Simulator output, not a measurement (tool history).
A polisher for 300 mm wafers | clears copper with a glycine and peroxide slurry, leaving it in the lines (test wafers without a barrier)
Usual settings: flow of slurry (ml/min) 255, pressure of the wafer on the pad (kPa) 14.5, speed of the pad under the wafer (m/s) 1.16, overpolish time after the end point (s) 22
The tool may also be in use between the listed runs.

| run | hour | flow of slurry (ml/min) | pressure of the wafer on the pad (kPa) | speed of the pad under the wafer (m/s) | overpolish time after the end point (s) | wafers since the last listed run | wafers polished on this pad | hours since the slurry nozzle was cleaned | hours since the head pressure was calibrated | incoming thickness of the incoming film, nm | time until the end point was called (s) |
|---|---|---|---|---|---|---|---|---|---|---|---|
| 1 | 0 | 255 | 14.5 | 1.16 | 22 | 0 | 1648 | 74.7 | 793.1 | 416.8 | 77 |
|  | 6.2 | worn pad replaced by a new one |
| 2 | 31.8 | 255 | 14.5 | 1.16 | 22 | 217 | 200 | 106.5 | 824.9 | 423.7 | 75.1 |
| 3 | 65.6 | 255 | 14.5 | 1.16 | 22 | 264 | 465 | 140.3 | 858.7 | 413.6 | 73.1 |
| 4 | 87.8 | 315 | 14.5 | 1.16 | 30 | 173 | 639 | 162.5 | 880.9 | 422.5 | 75.2 |
| 5 | 109.9 | 255 | 14.5 | 1.16 | 15 | 173 | 812 | 184.6 | 903 | 420.4 | 74.3 |
| 6 | 143.4 | 255 | 14.5 | 1.16 | 15 | 262 | 1074 | 218.1 | 936.5 | 415.6 | 75.2 |
|  | 173.4 | slurry nozzle cleaned |
| 7 | 179.3 | 255 | 14.5 | 1.16 | 15 | 273 | 1348 | 5.9 | 972.4 | 415.7 | 72.3 |
| 8 | 198.8 | 255 | 14.5 | 1.16 | 22 | 152 | 1500 | 25.4 | 991.9 | 410.6 | 70.9 |
|  | 212.2 | worn pad replaced by a new one |
| 9 | 220.6 | 255 | 16.5 | 1.16 | 22 | 139 | 65 | 47.2 | 1013.7 | 416.7 | 68.3 |
| 10 | 233.9 | 255 | 16.5 | 1.16 | 22 | 104 | 169 | 60.5 | 1027 | 423.6 | 69.4 |
| 11 | 258.4 | 255 | 17.2 | 1.16 | 22 | 191 | 361 | 85 | 1051.5 | 417.5 | 66.3 |
| 12 | 284.9 | 255 | 17.2 | 1.16 | 22 | 207 | 569 | 111.5 | 1078 | 416.4 | 66.3 |
| 13 | 302.3 | 255 | 17.2 | 1.16 | 22 | 136 | 705 | 128.9 | 1095.4 | 422.1 | 66.5 |
| 14 | 336.8 | 255 | 11.7 | 1.16 | 22 | 270 | 975 | 163.4 | 1129.9 | 414.9 | 80.8 |
|  | 347 | head pressure recalibrated |
| 15 | 366.4 | 225 | 14.5 | 1.16 | 22 | 216 | 1192 | 193 | 19.4 | 421.9 | 80.1 |
| 16 | 393.9 | 255 | 14.5 | 1.16 | 22 | 215 | 1407 | 220.5 | 46.9 | 417.2 | 79 |
|  | 399.5 | slurry nozzle cleaned |
| 17 | 406.9 | 255 | 13.1 | 1.16 | 22 | 93 | 1501 | 7.4 | 59.9 | 419.4 | 84.2 |
|  | 416.2 | worn pad replaced by a new one |
| 18 | 422 | 255 | 14.5 | 1.16 | 22 | 86 | 45 | 22.5 | 75 | 423.1 | 78.6 |
| 19 | 437.2 | 255 | 12.4 | 1.56 | 22 | 119 | 164 | 37.7 | 90.2 | 422 | 66.2 |
| 20 | 458 | 255 | 18.6 | 1.16 | 22 | 162 | 327 | 58.5 | 111 | 424.8 | 67.1 |
| 21 | 481.5 | 255 | 14.5 | 1.16 | 22 | 184 | 511 | 82 | 134.5 | 420.5 | 79.5 |
| 22 | 500 | 330 | 13.1 | 1.56 | 9 | 144 | 656 | 100.5 | 153 | 415.4 | 63.5 |
| 23 | 512.3 | 255 | 14.5 | 1.06 | 22 | 96 | 753 | 112.8 | 165.3 | 418.1 | 83.8 |
| 24 | 526.1 | 190 | 10.3 | 1.16 | 22 | 108 | 861 | 126.6 | 179.1 | 413.4 | 91.2 |
|  | 605.2 | worn pad replaced by a new one |
| 25 | 613.1 | 255 | 14.5 | 1.38 | 22 | 650 | 61 | 213.6 | 266.1 | 414.1 | 67.1 |
|  | 617.7 | slurry nozzle cleaned |
| 26 | 642.9 | 255 | 14.5 | 1.28 | 27 | 225 | 287 | 25.2 | 295.9 | 421.8 | 72 |
| 27 | 673.9 | 255 | 14.5 | 1.16 | 22 | 242 | 530 | 56.2 | 326.9 | 410.5 | 77.9 |
| 28 | 708.9 | 255 | 14.5 | 1.16 | 22 | 274 | 804 | 91.2 | 361.9 | 425.8 | 80 |
| 29 | 736.1 | 255 | 14.5 | 1.16 | 9 | 213 | 1017 | 118.4 | 389.1 | 428.4 | 80.6 |
| 30 | 764.6 | 290 | 14.5 | 0.84 | 13 | 223 | 1240 | 146.9 | 417.6 | 426.3 | 100 |
| 31 | 789.8 | 255 | 14.5 | 1.48 | 26 | 197 | 1438 | 172.1 | 442.8 | 410.7 | 61.7 |
|  | 816.5 | worn pad replaced by a new one |
|  | 848.9 | slurry nozzle cleaned |
| 32 | 876.6 | 255 | 14.5 | 1.16 | 22 | 640 | 463 | 27.7 | 529.6 | 420.4 | 80.5 |
| 33 | 892.2 | 190 | 14.5 | 1.16 | 22 | 122 | 585 | 43.3 | 545.2 | 423.5 | 79 |

The same runs without the tool's hidden state, with the same run-to-run variation:
The hidden state here: removal rate lost through wear of the pad, %; slurry flow missing at the pad, %; deviation of the head's pressure from its setpoint, %.
| run | time until the end point was called (s) |
|---|---|
| 1 | 79.9 |
| 2 | 78.2 |
| 3 | 76.4 |
| 4 | 78.7 |
| 5 | 77.9 |
| 6 | 79.1 |
| 7 | 76.3 |
| 8 | 75 |
| 9 | 72.5 |
| 10 | 73.8 |
| 11 | 70.7 |
| 12 | 71 |
| 13 | 71.4 |
| 14 | 86.7 |
| 15 | 79.9 |
| 16 | 78.8 |
| 17 | 83.9 |
| 18 | 78.4 |
| 19 | 66.1 |
| 20 | 67 |
| 21 | 79.3 |
| 22 | 63.4 |
| 23 | 83.7 |
| 24 | 91.1 |
| 25 | 67.2 |
| 26 | 72.1 |
| 27 | 78.2 |
| 28 | 80.4 |
| 29 | 81 |
| 30 | 100.7 |
| 31 | 62.2 |
| 32 | 81.6 |
| 33 | 80.1 |
